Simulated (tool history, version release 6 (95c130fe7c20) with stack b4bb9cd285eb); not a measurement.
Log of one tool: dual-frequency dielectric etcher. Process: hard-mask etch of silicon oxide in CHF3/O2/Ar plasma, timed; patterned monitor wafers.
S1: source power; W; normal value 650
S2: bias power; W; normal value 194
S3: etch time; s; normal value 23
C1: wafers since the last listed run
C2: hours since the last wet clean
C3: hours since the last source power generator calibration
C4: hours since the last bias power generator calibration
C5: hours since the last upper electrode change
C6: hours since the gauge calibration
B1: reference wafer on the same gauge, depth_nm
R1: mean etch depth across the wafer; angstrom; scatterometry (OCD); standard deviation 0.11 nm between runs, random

run,hour,S1,S2,S3,C1,C2,C3,C4,C5,C6,B1,R1
1,0,650,194,20,0,359.9,21.6,3773,2079.1,1742,47.69,464.9
2,56.1,650,194,20,1029,416,77.7,3829.1,2135.2,1798.1,47.61,466.7
# hour 88.6: upper electrode replaced
# hour 109.1: wet clean of the chamber
3,122.3,650,194,23,398,13.2,143.9,3895.3,33.7,1864.3,47.7,535.1
# hour 162.6: bias power generator calibrated
4,165,650,194,23,710,55.9,186.6,2.4,76.4,1907,47.72,533.8
5,218,650,194,23,972,108.9,239.6,55.4,129.4,1960,47.7,534.8
6,267.1,650,194,27.5,900,158,288.7,104.5,178.5,2009.1,47.76,639.7
7,306.4,650,194,27.5,721,197.3,328,143.8,217.8,2048.4,47.72,641.6
8,367.5,650,194,27.5,1121,258.4,389.1,204.9,278.9,2109.5,47.77,640.7
9,432.4,650,194,23,1190,323.3,454,269.8,343.8,2174.4,47.81,532.9
10,487.7,700,194,16.5,1014,378.6,509.3,325.1,399.1,2229.7,47.83,391.6
11,547.1,650,237,23,1089,438,568.7,384.5,458.5,2289.1,47.84,563.8
12,618,600,194,23,1300,508.9,639.6,455.4,529.4,2360,47.79,525.9
# hour 645: wet clean of the chamber
# hour 662.1: gauge calibrated
13,686.3,650,168,23,812,41.3,707.9,523.7,597.7,24.2,47.35,511.7
14,745.3,650,194,23,1082,100.3,766.9,582.7,656.7,83.2,47.38,529.4
15,785.9,650,194,23,744,140.9,807.5,623.3,697.3,123.8,47.37,531.1
16,877.1,580,194,18,1673,232.1,898.7,714.5,788.5,215,47.38,403.8
17,931.6,790,177,29.5,1000,286.6,953.2,769,843,269.5,47.4,700.8
18,1002.9,650,226,19,1308,357.9,1024.5,840.3,914.3,340.8,47.43,456.3
19,1037.2,650,171,25.5,629,392.2,1058.8,874.6,948.6,375.1,47.38,571.1
20,1095.2,790,194,28,1064,450.2,1116.8,932.6,1006.6,433.1,47.41,681.2
21,1159.9,600,235,23,1187,514.9,1181.5,997.3,1071.3,497.8,47.46,547.8
# hour 1196: wet clean of the chamber
22,1228.2,530,148,27,812,32.2,1249.8,1065.6,1139.6,566.1,47.51,558.8
23,1271.4,730,194,23,792,75.4,1293,1108.8,1182.8,609.3,47.46,547.6
24,1330.7,560,169,25.5,1088,134.7,1352.3,1168.1,1242.1,668.6,47.46,549.9
25,1431.4,650,172,23,1847,235.4,1453,1268.8,1342.8,769.3,47.54,518
26,1472.8,590,242,30,759,276.8,1494.4,1310.2,1384.2,810.7,47.52,719.8
27,1512,730,194,23,719,316,1533.6,1349.4,1423.4,849.9,47.57,547.8
28,1581.9,740,194,23,1282,385.9,1603.5,1419.3,1493.3,919.8,47.6,551.5
29,1652.8,650,194,23,1300,456.8,1674.4,1490.2,1564.2,990.7,47.58,535.3

For each entry between runs, how does the tool's hidden state at the last listed run before it compare with that at the first listed run after it?
Run 2 -> run 3: upper electrode replaced (hour 88.6); wet clean of the chamber (hour 109.1)
  gauge reads high (%): 1.22 -> 1.26
  what was measured, less what the result would be without the hidden state, R1: +5.7 -> +6.7 angstrom
Run 3 -> run 4: bias power generator calibrated (hour 162.6)
  gauge reads high (%): 1.26 -> 1.28
  what was measured, less what the result would be without the hidden state, R1: +6.7 -> +6.7 angstrom
Run 12 -> run 13: wet clean of the chamber (hour 645); gauge calibrated (hour 662.1)
  gauge reads high (%): 1.56 -> 0.462
  what was measured, less what the result would be without the hidden state, R1: +8.1 -> +2.4 angstrom
Run 21 -> run 22: wet clean of the chamber (hour 1196)
  gauge reads high (%): 0.753 -> 0.795
  what was measured, less what the result would be without the hidden state, R1: +4.1 -> +4.4 angstrom

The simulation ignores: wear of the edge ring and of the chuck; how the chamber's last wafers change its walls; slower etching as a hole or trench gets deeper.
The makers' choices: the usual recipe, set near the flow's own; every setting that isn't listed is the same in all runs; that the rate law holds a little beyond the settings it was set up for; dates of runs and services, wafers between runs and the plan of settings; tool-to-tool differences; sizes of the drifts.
